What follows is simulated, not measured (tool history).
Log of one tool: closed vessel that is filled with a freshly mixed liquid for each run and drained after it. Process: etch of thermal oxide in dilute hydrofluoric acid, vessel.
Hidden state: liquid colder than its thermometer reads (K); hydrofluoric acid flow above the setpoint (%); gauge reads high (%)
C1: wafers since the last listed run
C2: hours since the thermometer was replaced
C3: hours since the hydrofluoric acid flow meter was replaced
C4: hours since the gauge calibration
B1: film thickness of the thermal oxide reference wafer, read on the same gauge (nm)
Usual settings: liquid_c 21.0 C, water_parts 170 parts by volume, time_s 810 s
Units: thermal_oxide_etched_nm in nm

run 1 hour=0.0 | liquid_c=21.0 water_parts=170 time_s=810 | C1=0 C2=131.8 C3=333.5 C4=240.0 | B1=139.99 | thermal_oxide_etched_nm=16.93
run 2 hour=47.2 | liquid_c=21.0 water_parts=170 time_s=810 | C1=2964 C2=179.0 C3=380.7 C4=287.2 | B1=139.97 | thermal_oxide_etched_nm=16.82
run 3 hour=100.5 | liquid_c=20.0 water_parts=170 time_s=630 | C1=3347 C2=232.3 C3=434.0 C4=340.5 | B1=139.99 | thermal_oxide_etched_nm=12.26
run 4 hour=158.2 | liquid_c=20.0 water_parts=170 time_s=630 | C1=3624 C2=290.0 C3=491.7 C4=398.2 | B1=139.99 | thermal_oxide_etched_nm=12.35
run 5 hour=218.0 | liquid_c=20.0 water_parts=170 time_s=630 | C1=3755 C2=349.8 C3=551.5 C4=458.0 | B1=140.00 | thermal_oxide_etched_nm=12.34
run 6 hour=283.2 | liquid_c=21.0 water_parts=170 time_s=620 | C1=4095 C2=415.0 C3=616.7 C4=523.2 | B1=139.98 | thermal_oxide_etched_nm=12.57
run 7 hour=358.7 | liquid_c=21.0 water_parts=170 time_s=620 | C1=4741 C2=490.5 C3=692.2 C4=598.7 | B1=140.01 | thermal_oxide_etched_nm=12.42
-- hour=389.5 thermometer replaced
run 8 hour=399.9 | liquid_c=21.0 water_parts=170 time_s=620 | C1=2524 C2=10.4 C3=733.4 C4=639.9 | B1=140.01 | thermal_oxide_etched_nm=12.96
run 9 hour=452.9 | liquid_c=21.0 water_parts=145 time_s=810 | C1=3328 C2=63.4 C3=786.4 C4=692.9 | B1=140.00 | thermal_oxide_etched_nm=20.25
run 10 hour=502.0 | liquid_c=21.0 water_parts=145 time_s=810 | C1=3083 C2=112.5 C3=835.5 C4=742.0 | B1=140.00 | thermal_oxide_etched_nm=20.47
run 11 hour=526.4 | liquid_c=21.0 water_parts=145 time_s=810 | C1=1532 C2=136.9 C3=859.9 C4=766.4 | B1=139.99 | thermal_oxide_etched_nm=20.22
run 12 hour=560.6 | liquid_c=21.0 water_parts=210 time_s=810 | C1=2148 C2=171.1 C3=894.1 C4=800.6 | B1=140.01 | thermal_oxide_etched_nm=12.84
run 13 hour=594.9 | liquid_c=21.0 water_parts=210 time_s=810 | C1=2154 C2=205.4 C3=928.4 C4=834.9 | B1=140.01 | thermal_oxide_etched_nm=13.10
run 14 hour=655.0 | liquid_c=24.5 water_parts=245 time_s=585 | C1=3774 C2=265.5 C3=988.5 C4=895.0 | B1=140.00 | thermal_oxide_etched_nm=8.72
-- hour=734.4 gauge calibrated
-- hour=807.1 hydrofluoric acid flow meter replaced
run 15 hour=837.4 | liquid_c=21.0 water_parts=170 time_s=810 | C1=11393 C2=447.9 C3=30.3 C4=103.0 | B1=139.99 | thermal_oxide_etched_nm=16.32
run 16 hour=900.1 | liquid_c=22.5 water_parts=170 time_s=810 | C1=3938 C2=510.6 C3=93.0 C4=165.7 | B1=139.97 | thermal_oxide_etched_nm=17.27
run 17 hour=926.7 | liquid_c=17.0 water_parts=140 time_s=1100 | C1=1670 C2=537.2 C3=119.6 C4=192.3 | B1=140.02 | thermal_oxide_etched_nm=23.15
run 18 hour=960.1 | liquid_c=21.0 water_parts=170 time_s=610 | C1=2097 C2=570.6 C3=153.0 C4=225.7 | B1=139.98 | thermal_oxide_etched_nm=12.12
-- hour=989.4 thermometer replaced
run 19 hour=997.5 | liquid_c=21.0 water_parts=170 time_s=810 | C1=2286 C2=8.1 C3=190.4 C4=263.1 | B1=140.01 | thermal_oxide_etched_nm=16.98
run 20 hour=1034.0 | liquid_c=21.0 water_parts=170 time_s=810 | C1=2292 C2=44.6 C3=226.9 C4=299.6 | B1=140.00 | thermal_oxide_etched_nm=16.82
run 21 hour=1105.3 | liquid_c=21.0 water_parts=215 time_s=1055 | C1=4478 C2=115.9 C3=298.2 C4=370.9 | B1=140.02 | thermal_oxide_etched_nm=16.68
run 22 hour=1129.8 | liquid_c=21.0 water_parts=235 time_s=810 | C1=1538 C2=140.4 C3=322.7 C4=395.4 | B1=139.98 | thermal_oxide_etched_nm=11.29

Forecast run 23:
run 23 hour=1170.9 | liquid_c=21.0 water_parts=140 time_s=680 | C1=2581 C2=181.5 C3=363.8 C4=436.5 | B1=? | thermal_oxide_etched_nm=?

B1: 140.02
thermal_oxide_etched_nm: 17.43 nm
Without the tool's hidden state the same run would have given thermal_oxide_etched_nm 17.95 nm.

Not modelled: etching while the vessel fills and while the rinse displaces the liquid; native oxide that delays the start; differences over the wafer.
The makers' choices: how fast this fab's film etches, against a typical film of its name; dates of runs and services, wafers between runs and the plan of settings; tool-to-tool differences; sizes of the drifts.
